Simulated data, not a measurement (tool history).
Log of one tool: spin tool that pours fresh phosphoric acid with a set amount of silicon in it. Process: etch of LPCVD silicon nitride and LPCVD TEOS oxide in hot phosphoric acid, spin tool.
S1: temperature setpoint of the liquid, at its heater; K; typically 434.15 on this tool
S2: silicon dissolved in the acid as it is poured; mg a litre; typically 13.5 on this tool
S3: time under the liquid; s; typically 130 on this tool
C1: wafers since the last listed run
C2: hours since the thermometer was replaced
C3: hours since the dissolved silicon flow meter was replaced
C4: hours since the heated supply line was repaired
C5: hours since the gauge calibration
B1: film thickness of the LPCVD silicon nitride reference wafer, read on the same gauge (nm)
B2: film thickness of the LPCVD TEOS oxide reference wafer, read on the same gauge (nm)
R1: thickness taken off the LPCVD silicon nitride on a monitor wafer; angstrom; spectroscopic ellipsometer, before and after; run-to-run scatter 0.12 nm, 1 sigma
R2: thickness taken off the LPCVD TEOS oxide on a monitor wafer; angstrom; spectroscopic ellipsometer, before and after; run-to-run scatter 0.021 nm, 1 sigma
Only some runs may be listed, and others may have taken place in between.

| run | hour | S1 | S2 | S3 | C1 | C2 | C3 | C4 | C5 | B1 | B2 | R1 | R2 |
|---|---|---|---|---|---|---|---|---|---|---|---|---|---|
| 1 | 0.0 | 434.15 | 13.5 | 80 | 0 | 795.7 | 1667.2 | 1083.7 | 777.0 | 139.99 | 59.964 | 95.0 | 2.32 |
| 2 | 49.8 | 434.15 | 13.5 | 130 | 435 | 845.5 | 1717.0 | 1133.5 | 826.8 | 140.02 | 60.013 | 152.8 | 3.34 |
| 3 | 123.0 | 434.15 | 19.5 | 130 | 640 | 918.7 | 1790.2 | 1206.7 | 900.0 | 140.00 | 59.980 | 154.8 | 3.29 |
| 4 | 187.5 | 432.15 | 13.5 | 130 | 564 | 983.2 | 1854.7 | 1271.2 | 964.5 | 140.02 | 59.995 | 144.1 | 3.16 |
| 5 | 249.9 | 432.15 | 13.5 | 130 | 545 | 1045.6 | 1917.1 | 1333.6 | 1026.9 | 140.00 | 59.983 | 144.5 | 2.99 |
| 6 | 322.0 | 434.15 | 13.5 | 130 | 630 | 1117.7 | 1989.2 | 1405.7 | 1099.0 | 140.00 | 60.021 | 154.8 | 3.47 |
| 7 | 384.9 | 434.15 | 6.5 | 170 | 550 | 1180.6 | 2052.1 | 1468.6 | 1161.9 | 140.02 | 59.957 | 199.8 | 5.63 |
| 8 | 479.4 | 431.65 | 13.5 | 130 | 826 | 1275.1 | 2146.6 | 1563.1 | 1256.4 | 140.00 | 59.991 | 143.1 | 3.12 |
|  | 482.0 | dissolved silicon flow meter replaced |
| 9 | 527.5 | 434.15 | 18.5 | 130 | 412 | 1323.2 | 45.5 | 1611.2 | 1304.5 | 140.02 | 59.986 | 154.8 | 2.72 |
| 10 | 571.7 | 431.15 | 13.5 | 130 | 386 | 1367.4 | 89.7 | 1655.4 | 1348.7 | 140.01 | 60.002 | 139.2 | 3.22 |
| 11 | 658.2 | 431.15 | 8.5 | 175 | 756 | 1453.9 | 176.2 | 1741.9 | 1435.2 | 140.01 | 60.054 | 185.9 | 4.09 |
|  | 707.6 | heated supply line repaired |
|  | 799.0 | gauge calibrated |
| 12 | 971.7 | 431.65 | 21.0 | 130 | 2734 | 1767.4 | 489.7 | 264.1 | 172.7 | 139.99 | 59.992 | 148.4 | 2.71 |
|  | 1034.6 | thermometer replaced |
| 13 | 1047.6 | 434.15 | 13.5 | 130 | 655 | 13.0 | 565.6 | 340.0 | 248.6 | 139.99 | 60.006 | 155.3 | 3.58 |
| 14 | 1136.1 | 431.15 | 7.0 | 170 | 774 | 101.5 | 654.1 | 428.5 | 337.1 | 140.01 | 59.992 | 182.3 | 4.29 |
| 15 | 1203.9 | 434.15 | 4.5 | 105 | 593 | 169.3 | 721.9 | 496.3 | 404.9 | 140.02 | 59.992 | 124.9 | 3.51 |
| 16 | 1275.3 | 434.15 | 13.5 | 130 | 624 | 240.7 | 793.3 | 567.7 | 476.3 | 140.00 | 60.012 | 151.6 | 3.46 |
| 17 | 1323.0 | 435.15 | 3.0 | 210 | 417 | 288.4 | 841.0 | 615.4 | 524.0 | 140.01 | 59.972 | 252.4 | 8.33 |
| 18 | 1395.0 | 435.65 | 6.5 | 130 | 629 | 360.4 | 913.0 | 687.4 | 596.0 | 140.00 | 60.007 | 163.5 | 4.75 |
| 19 | 1447.3 | 434.15 | 13.5 | 100 | 457 | 412.7 | 965.3 | 739.7 | 648.3 | 140.00 | 60.003 | 118.0 | 2.53 |
| 20 | 1508.1 | 432.65 | 13.5 | 130 | 531 | 473.5 | 1026.1 | 800.5 | 709.1 | 140.00 | 60.022 | 146.6 | 2.95 |

Run 21 comes next. What will it give?
| 21 | 1556.0 | 434.15 | 13.5 | 130 | 419 | 521.4 | 1074.0 | 848.4 | 757.0 | ? | ? | ? | ? |

B1: 140.00
B2: 60.033
R1: 151.7 angstrom
R2: 3.88 angstrom
Take away the tool's hidden state, keep the run-to-run variation as it was, and the same run would have given R1 153.4 angstrom, R2 3.98 angstrom.
